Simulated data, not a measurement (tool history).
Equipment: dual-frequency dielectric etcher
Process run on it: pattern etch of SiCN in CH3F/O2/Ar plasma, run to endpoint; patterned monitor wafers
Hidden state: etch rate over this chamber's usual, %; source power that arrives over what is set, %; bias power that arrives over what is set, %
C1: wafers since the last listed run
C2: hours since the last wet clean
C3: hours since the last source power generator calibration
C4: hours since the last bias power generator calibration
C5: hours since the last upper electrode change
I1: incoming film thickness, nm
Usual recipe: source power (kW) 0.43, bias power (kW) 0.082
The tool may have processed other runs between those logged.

{"run": 1, "hour": 0.0, "source power (kW)": 0.43, "bias power (kW)": 0.082, "C1": 0, "C2": 82.5, "C3": 1090.3, "C4": 2733.2, "C5": 3490.9, "I1": 7.62, "endpoint time (s)": 20.2}
{"run": 2, "hour": 71.8, "source power (kW)": 0.43, "bias power (kW)": 0.082, "C1": 1427, "C2": 154.3, "C3": 1162.1, "C4": 2805, "C5": 3562.7, "I1": 7.68, "endpoint time (s)": 20.1}
{"run": 3, "hour": 128.9, "source power (kW)": 0.43, "bias power (kW)": 0.082, "C1": 1135, "C2": 211.4, "C3": 1219.2, "C4": 2862.1, "C5": 3619.8, "I1": 7.58, "endpoint time (s)": 20.2}
{"run": 4, "hour": 185.8, "source power (kW)": 0.43, "bias power (kW)": 0.082, "C1": 1131, "C2": 268.3, "C3": 1276.1, "C4": 2919, "C5": 3676.7, "I1": 7.67, "endpoint time (s)": 20.2}
{"run": 5, "hour": 257.2, "source power (kW)": 0.43, "bias power (kW)": 0.082, "C1": 1419, "C2": 339.7, "C3": 1347.5, "C4": 2990.4, "C5": 3748.1, "I1": 7.6, "endpoint time (s)": 20.1}
{"hour": 289.4, "done": "wet clean of the chamber"}
{"run": 6, "hour": 289.9, "source power (kW)": 0.43, "bias power (kW)": 0.082, "C1": 172, "C2": 0.5, "C3": 1380.2, "C4": 3023.1, "C5": 3780.8, "I1": 7.63, "endpoint time (s)": 20}
{"run": 7, "hour": 321.7, "source power (kW)": 0.43, "bias power (kW)": 0.082, "C1": 632, "C2": 32.3, "C3": 1412, "C4": 3054.9, "C5": 3812.6, "I1": 7.53, "endpoint time (s)": 19.9}
{"run": 8, "hour": 358.0, "source power (kW)": 0.36, "bias power (kW)": 0.082, "C1": 721, "C2": 68.6, "C3": 1448.3, "C4": 3091.2, "C5": 3848.9, "I1": 7.58, "endpoint time (s)": 21.8}
{"run": 9, "hour": 389.6, "source power (kW)": 0.36, "bias power (kW)": 0.082, "C1": 628, "C2": 100.2, "C3": 1479.9, "C4": 3122.8, "C5": 3880.5, "I1": 7.63, "endpoint time (s)": 22}
{"run": 10, "hour": 460.4, "source power (kW)": 0.43, "bias power (kW)": 0.082, "C1": 1407, "C2": 171, "C3": 1550.7, "C4": 3193.6, "C5": 3951.3, "I1": 7.58, "endpoint time (s)": 20.2}
{"run": 11, "hour": 519.3, "source power (kW)": 0.43, "bias power (kW)": 0.082, "C1": 1170, "C2": 229.9, "C3": 1609.6, "C4": 3252.5, "C5": 4010.2, "I1": 7.61, "endpoint time (s)": 20}
{"run": 12, "hour": 554.8, "source power (kW)": 0.5, "bias power (kW)": 0.092, "C1": 705, "C2": 265.4, "C3": 1645.1, "C4": 3288, "C5": 4045.7, "I1": 7.57, "endpoint time (s)": 18.1}
{"run": 13, "hour": 682.6, "source power (kW)": 0.5, "bias power (kW)": 0.092, "C1": 2540, "C2": 393.2, "C3": 1772.9, "C4": 3415.8, "C5": 4173.5, "I1": 7.55, "endpoint time (s)": 18.1}
{"hour": 712.1, "done": "wet clean of the chamber"}
{"run": 14, "hour": 742.3, "source power (kW)": 0.5, "bias power (kW)": 0.092, "C1": 709, "C2": 30.2, "C3": 1832.6, "C4": 3475.5, "C5": 4233.2, "I1": 7.61, "endpoint time (s)": 18}
{"run": 15, "hour": 791.5, "source power (kW)": 0.37, "bias power (kW)": 0.082, "C1": 978, "C2": 79.4, "C3": 1881.8, "C4": 3524.7, "C5": 4282.4, "I1": 7.53, "endpoint time (s)": 21.3}
{"run": 16, "hour": 859.8, "source power (kW)": 0.37, "bias power (kW)": 0.082, "C1": 1357, "C2": 147.7, "C3": 1950.1, "C4": 3593, "C5": 4350.7, "I1": 7.63, "endpoint time (s)": 21.6}
{"run": 17, "hour": 905.4, "source power (kW)": 0.37, "bias power (kW)": 0.082, "C1": 906, "C2": 193.3, "C3": 1995.7, "C4": 3638.6, "C5": 4396.3, "I1": 7.55, "endpoint time (s)": 21.3}
{"run": 18, "hour": 959.8, "source power (kW)": 0.43, "bias power (kW)": 0.091, "C1": 1081, "C2": 247.7, "C3": 2050.1, "C4": 3693, "C5": 4450.7, "I1": 7.61, "endpoint time (s)": 19.3}
{"hour": 991.6, "done": "source power generator calibrated"}
{"run": 19, "hour": 1026.2, "source power (kW)": 0.43, "bias power (kW)": 0.082, "C1": 1240, "C2": 314.1, "C3": 34.6, "C4": 3759.4, "C5": 4517.1, "I1": 7.55, "endpoint time (s)": 20}
{"run": 20, "hour": 1070.5, "source power (kW)": 0.43, "bias power (kW)": 0.091, "C1": 880, "C2": 358.4, "C3": 78.9, "C4": 3803.7, "C5": 4561.4, "I1": 7.67, "endpoint time (s)": 19.6}
{"hour": 1144.4, "done": "wet clean of the chamber"}
{"run": 21, "hour": 1144.9, "source power (kW)": 0.37, "bias power (kW)": 0.075, "C1": 1001, "C2": 0.5, "C3": 153.3, "C4": 3878.1, "C5": 4635.8, "I1": 7.66, "endpoint time (s)": 22.5}
{"run": 22, "hour": 1184.2, "source power (kW)": 0.54, "bias power (kW)": 0.082, "C1": 781, "C2": 39.8, "C3": 192.6, "C4": 3917.4, "C5": 4675.1, "I1": 7.6, "endpoint time (s)": 18.2}
{"run": 23, "hour": 1229.8, "source power (kW)": 0.33, "bias power (kW)": 0.062, "C1": 906, "C2": 85.4, "C3": 238.2, "C4": 3963, "C5": 4720.7, "I1": 7.58, "endpoint time (s)": 24.6}
{"run": 24, "hour": 1285.5, "source power (kW)": 0.5, "bias power (kW)": 0.063, "C1": 1107, "C2": 141.1, "C3": 293.9, "C4": 4018.7, "C5": 4776.4, "I1": 7.61, "endpoint time (s)": 20.2}
{"run": 25, "hour": 1314.6, "source power (kW)": 0.4, "bias power (kW)": 0.082, "C1": 578, "C2": 170.2, "C3": 323, "C4": 4047.8, "C5": 4805.5, "I1": 7.66, "endpoint time (s)": 21.1}
{"hour": 1337.9, "done": "bias power generator calibrated"}
{"run": 26, "hour": 1364.2, "source power (kW)": 0.43, "bias power (kW)": 0.075, "C1": 906, "C2": 219.8, "C3": 372.6, "C4": 26.3, "C5": 4855.1, "I1": 7.57, "endpoint time (s)": 20.4}
{"run": 27, "hour": 1410.8, "source power (kW)": 0.43, "bias power (kW)": 0.082, "C1": 926, "C2": 266.4, "C3": 419.2, "C4": 72.9, "C5": 4901.7, "I1": 7.58, "endpoint time (s)": 20}
{"hour": 1446.1, "done": "upper electrode replaced"}
{"hour": 1583.7, "done": "wet clean of the chamber"}
{"run": 28, "hour": 1617.9, "source power (kW)": 0.43, "bias power (kW)": 0.082, "C1": 3162, "C2": 34.2, "C3": 626.3, "C4": 280, "C5": 171.8, "I1": 7.54, "endpoint time (s)": 20.1}
{"run": 29, "hour": 1683.0, "source power (kW)": 0.43, "bias power (kW)": 0.082, "C1": 1294, "C2": 99.3, "C3": 691.4, "C4": 345.1, "C5": 236.9, "I1": 7.66, "endpoint time (s)": 20.3}
{"run": 30, "hour": 1751.4, "source power (kW)": 0.43, "bias power (kW)": 0.082, "C1": 1359, "C2": 167.7, "C3": 759.8, "C4": 413.5, "C5": 305.3, "I1": 7.67, "endpoint time (s)": 20.4}
{"run": 31, "hour": 1783.9, "source power (kW)": 0.43, "bias power (kW)": 0.082, "C1": 646, "C2": 200.2, "C3": 792.3, "C4": 446, "C5": 337.8, "I1": 7.61, "endpoint time (s)": 20}
{"run": 32, "hour": 1823.9, "source power (kW)": 0.43, "bias power (kW)": 0.063, "C1": 795, "C2": 240.2, "C3": 832.3, "C4": 486, "C5": 377.8, "I1": 7.63, "endpoint time (s)": 21.4}
{"run": 33, "hour": 1859.5, "source power (kW)": 0.47, "bias power (kW)": 0.082, "C1": 707, "C2": 275.8, "C3": 867.9, "C4": 521.6, "C5": 413.4, "I1": 7.58, "endpoint time (s)": 19.3}
{"run": 34, "hour": 1890.5, "source power (kW)": 0.43, "bias power (kW)": 0.062, "C1": 616, "C2": 306.8, "C3": 898.9, "C4": 552.6, "C5": 444.4, "I1": 7.52, "endpoint time (s)": 21.7}
{"run": 35, "hour": 1958.4, "source power (kW)": 0.51, "bias power (kW)": 0.089, "C1": 1349, "C2": 374.7, "C3": 966.8, "C4": 620.5, "C5": 512.3, "I1": 7.6, "endpoint time (s)": 18}
{"hour": 2051.9, "done": "wet clean of the chamber"}
{"run": 36, "hour": 2052.4, "source power (kW)": 0.43, "bias power (kW)": 0.082, "C1": 1391, "C2": 0.5, "C3": 1060.8, "C4": 714.5, "C5": 606.3, "I1": 7.57, "endpoint time (s)": 20.1}

What was the tool's hidden state at every run in the log?
etch rate over this chamber's usual, %: 0 on each run
source power that arrives over what is set, %: 0 on each run
bias power that arrives over what is set, %: 0 on each run
